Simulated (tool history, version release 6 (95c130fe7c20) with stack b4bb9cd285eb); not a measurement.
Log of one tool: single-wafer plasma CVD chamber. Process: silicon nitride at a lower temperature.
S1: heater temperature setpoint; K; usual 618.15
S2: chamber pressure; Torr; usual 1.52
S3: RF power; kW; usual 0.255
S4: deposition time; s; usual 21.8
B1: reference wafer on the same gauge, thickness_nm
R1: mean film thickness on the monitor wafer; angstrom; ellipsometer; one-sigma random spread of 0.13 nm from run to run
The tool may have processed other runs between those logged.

run	hour	S1	S2	S3	S4	B1	R1
1	0.0	614.15	1.52	0.235	21.8	21.384	207.13
2	69.4	614.15	1.52	0.235	21.8	21.415	206.21
3	148.7	614.15	1.52	0.235	21.8	21.423	206.53
4	223.2	618.15	1.52	0.255	21.8	21.417	215.95
5	266.7	613.15	1.72	0.255	21.8	21.408	228.71
6	338.7	614.15	1.52	0.235	21.8	21.380	202.93
7	593.3	618.15	1.81	0.215	21.8	21.390	202.80
# hour 651.9: capacitance manometer re-zeroed and calibrated
8	698.3	605.15	1.73	0.300	21.8	21.390	260.67
9	745.0	618.15	1.19	0.255	26.0	21.385	225.24
10	815.0	618.15	1.70	0.270	19.0	21.411	205.97
11	889.7	618.15	1.39	0.240	21.8	21.391	197.63
12	933.9	618.15	1.52	0.255	21.8	21.449	214.11
13	1030.5	618.15	1.52	0.255	21.8	21.393	213.44
# hour 1100.7: thermocouple changed; heater temperature recalibrated
14	1124.0	612.15	1.52	0.255	21.8	21.431	215.16
# hour 1136.2: RF generator calibrated
15	1217.9	618.15	1.88	0.255	21.8	21.362	247.66
# hour 1265.4: gauge calibrated
# hour 1305.7: showerhead replaced
16	1306.2	618.15	1.40	0.255	24.7	21.392	246.27
17	1603.8	618.15	1.52	0.230	25.3	21.397	240.53
18	1803.7	618.15	1.52	0.215	17.7	21.377	156.39
19	1870.9	611.15	1.15	0.255	17.6	21.390	150.61
20	1975.7	618.15	1.52	0.255	21.8	21.403	219.91
21	2113.7	618.15	1.52	0.215	17.7	21.421	156.87
22	2156.5	618.15	1.52	0.290	21.8	21.365	237.22
23	2249.8	614.15	1.52	0.235	21.8	21.364	200.89
24	2318.7	607.15	1.52	0.255	23.8	21.396	233.81
25	2559.1	618.15	1.52	0.255	21.8	21.404	211.71
26	2627.2	618.15	1.52	0.255	19.6	21.428	189.96
# hour 2712.4: RF generator calibrated
27	2720.2	612.15	1.52	0.230	21.8	21.411	210.11
28	2788.6	618.15	1.52	0.255	21.8	21.379	218.81

Each row is a separate what-if for the run after 28, all from the same tool condition, not one after another. Results?
A	2789.0	618.15	1.52	0.255	21.8	?	?
B	2789.0	610.15	1.89	0.275	23.6	?	?
C	2789.0	632.15	1.39	0.210	23.0	?	?
D	2789.0	604.15	1.85	0.220	23.2	?	?

run	B1	R1
A	21.389	220.74
B	21.389	278.06
C	21.389	192.42
D	21.389	231.64
Stripped of hidden state, with their random variation kept, the same runs would have yielded:
run	R1
A	227.88
B	286.25
C	198.84
D	238.66
